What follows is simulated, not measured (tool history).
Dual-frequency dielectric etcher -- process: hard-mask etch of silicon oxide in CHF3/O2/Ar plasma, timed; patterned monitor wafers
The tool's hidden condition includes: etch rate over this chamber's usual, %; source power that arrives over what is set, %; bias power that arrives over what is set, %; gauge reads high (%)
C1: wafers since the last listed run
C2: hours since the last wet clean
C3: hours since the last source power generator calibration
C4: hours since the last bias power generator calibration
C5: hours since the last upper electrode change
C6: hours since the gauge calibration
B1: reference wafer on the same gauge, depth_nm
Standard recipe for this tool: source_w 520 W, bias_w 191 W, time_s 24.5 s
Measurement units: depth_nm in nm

run 1 hour=0.0 | source_w=520 bias_w=191 time_s=24.5 | C1=0 C2=646.3 C3=740.0 C4=4080.2 C5=1963.9 C6=840.5 | B1=46.67 | depth_nm=42.19
-- hour=36.6 wet clean of the chamber
run 2 hour=62.1 | source_w=520 bias_w=191 time_s=24.5 | C1=359 C2=25.5 C3=802.1 C4=4142.3 C5=2026.0 C6=902.6 | B1=46.68 | depth_nm=41.16
run 3 hour=123.3 | source_w=520 bias_w=191 time_s=24.5 | C1=577 C2=86.7 C3=863.3 C4=4203.5 C5=2087.2 C6=963.8 | B1=46.67 | depth_nm=41.05
run 4 hour=182.3 | source_w=520 bias_w=191 time_s=24.5 | C1=556 C2=145.7 C3=922.3 C4=4262.5 C5=2146.2 C6=1022.8 | B1=46.69 | depth_nm=40.59
run 5 hour=249.3 | source_w=520 bias_w=191 time_s=24.5 | C1=632 C2=212.7 C3=989.3 C4=4329.5 C5=2213.2 C6=1089.8 | B1=46.67 | depth_nm=40.62
run 6 hour=315.1 | source_w=520 bias_w=191 time_s=27.0 | C1=621 C2=278.5 C3=1055.1 C4=4395.3 C5=2279.0 C6=1155.6 | B1=46.68 | depth_nm=44.74
-- hour=360.0 wet clean of the chamber, repeated, since the last time left the tool worse
run 7 hour=360.5 | source_w=520 bias_w=191 time_s=27.0 | C1=201 C2=0.5 C3=1100.5 C4=4440.7 C5=2324.4 C6=1201.0 | B1=46.70 | depth_nm=48.12
run 8 hour=393.5 | source_w=520 bias_w=191 time_s=27.0 | C1=311 C2=33.5 C3=1133.5 C4=4473.7 C5=2357.4 C6=1234.0 | B1=46.72 | depth_nm=47.48
run 9 hour=451.4 | source_w=520 bias_w=191 time_s=24.5 | C1=546 C2=91.4 C3=1191.4 C4=4531.6 C5=2415.3 C6=1291.9 | B1=46.75 | depth_nm=43.25
run 10 hour=523.4 | source_w=520 bias_w=191 time_s=24.5 | C1=679 C2=163.4 C3=1263.4 C4=4603.6 C5=2487.3 C6=1363.9 | B1=46.69 | depth_nm=43.07
run 11 hour=572.3 | source_w=520 bias_w=191 time_s=17.5 | C1=461 C2=212.3 C3=1312.3 C4=4652.5 C5=2536.2 C6=1412.8 | B1=46.71 | depth_nm=30.92
run 12 hour=632.4 | source_w=560 bias_w=148 time_s=29.0 | C1=567 C2=272.4 C3=1372.4 C4=4712.6 C5=2596.3 C6=1472.9 | B1=46.73 | depth_nm=48.29
run 13 hour=695.6 | source_w=520 bias_w=191 time_s=24.5 | C1=596 C2=335.6 C3=1435.6 C4=4775.8 C5=2659.5 C6=1536.1 | B1=46.71 | depth_nm=43.37
run 14 hour=741.3 | source_w=520 bias_w=191 time_s=24.5 | C1=431 C2=381.3 C3=1481.3 C4=4821.5 C5=2705.2 C6=1581.8 | B1=46.66 | depth_nm=42.46
run 15 hour=810.0 | source_w=570 bias_w=214 time_s=17.5 | C1=648 C2=450.0 C3=1550.0 C4=4890.2 C5=2773.9 C6=1650.5 | B1=46.75 | depth_nm=32.24
run 16 hour=841.3 | source_w=560 bias_w=214 time_s=17.5 | C1=295 C2=481.3 C3=1581.3 C4=4921.5 C5=2805.2 C6=1681.8 | B1=46.75 | depth_nm=32.07
-- hour=850.1 bias power generator calibrated
-- hour=857.6 gauge calibrated
run 17 hour=900.4 | source_w=520 bias_w=191 time_s=24.5 | C1=520 C2=540.4 C3=1640.4 C4=50.3 C5=2864.3 C6=42.8 | B1=46.72 | depth_nm=42.12
run 18 hour=946.6 | source_w=420 bias_w=204 time_s=29.0 | C1=436 C2=586.6 C3=1686.6 C4=96.5 C5=2910.5 C6=89.0 | B1=46.69 | depth_nm=47.51
run 19 hour=979.5 | source_w=590 bias_w=236 time_s=27.0 | C1=310 C2=619.5 C3=1719.5 C4=129.4 C5=2943.4 C6=121.9 | B1=46.68 | depth_nm=51.89
-- hour=1009.1 upper electrode replaced
-- hour=1019.7 wet clean of the chamber
run 20 hour=1042.1 | source_w=520 bias_w=191 time_s=24.5 | C1=264 C2=22.4 C3=1782.1 C4=192.0 C5=33.0 C6=184.5 | B1=46.69 | depth_nm=43.40
run 21 hour=1089.1 | source_w=520 bias_w=163 time_s=24.5 | C1=443 C2=69.4 C3=1829.1 C4=239.0 C5=80.0 C6=231.5 | B1=46.69 | depth_nm=41.07
-- hour=1096.6 source power generator calibrated
run 22 hour=1128.0 | source_w=520 bias_w=191 time_s=24.5 | C1=329 C2=108.3 C3=31.4 C4=277.9 C5=118.9 C6=270.4 | B1=46.70 | depth_nm=43.56
run 23 hour=1175.0 | source_w=560 bias_w=191 time_s=24.5 | C1=443 C2=155.3 C3=78.4 C4=324.9 C5=165.9 C6=317.4 | B1=46.67 | depth_nm=44.13
run 24 hour=1228.1 | source_w=520 bias_w=191 time_s=19.0 | C1=501 C2=208.4 C3=131.5 C4=378.0 C5=219.0 C6=370.5 | B1=46.63 | depth_nm=33.43
run 25 hour=1362.6 | source_w=630 bias_w=191 time_s=24.5 | C1=1269 C2=342.9 C3=266.0 C4=512.5 C5=353.5 C6=505.0 | B1=46.67 | depth_nm=45.81
run 26 hour=1547.7 | source_w=520 bias_w=164 time_s=31.0 | C1=1747 C2=528.0 C3=451.1 C4=697.6 C5=538.6 C6=690.1 | B1=46.72 | depth_nm=52.02
run 27 hour=1575.6 | source_w=520 bias_w=191 time_s=24.5 | C1=263 C2=555.9 C3=479.0 C4=725.5 C5=566.5 C6=718.0 | B1=46.70 | depth_nm=42.30
run 28 hour=1610.8 | source_w=570 bias_w=214 time_s=17.5 | C1=332 C2=591.1 C3=514.2 C4=760.7 C5=601.7 C6=753.2 | B1=46.70 | depth_nm=32.41

The tool's hidden state at each run:
source power that arrives over what is set, %: 0 at every run
bias power that arrives over what is set, %: 0 at every run
gauge reads high (%): 0 at every run
H1: etch rate over this chamber's usual, %
run=1 H1=-2.89
run=2 H1=-5.58
run=3 H1=-5.85
run=4 H1=-6.12
run=5 H1=-6.42
run=6 H1=-6.72
run=7 H1=0.175
run=8 H1=0.026
run=9 H1=-0.235
run=10 H1=-0.56
run=11 H1=-0.781
run=12 H1=-1.05
run=13 H1=-1.34
run=14 H1=-1.54
run=15 H1=-1.85
run=16 H1=-2
run=17 H1=-2.26
run=18 H1=-2.47
run=19 H1=-2.62
run=20 H1=-0.0849
run=21 H1=-0.297
run=22 H1=-0.473
run=23 H1=-0.685
run=24 H1=-0.925
run=25 H1=-1.53
run=26 H1=-2.37
run=27 H1=-2.49
run=28 H1=-2.65
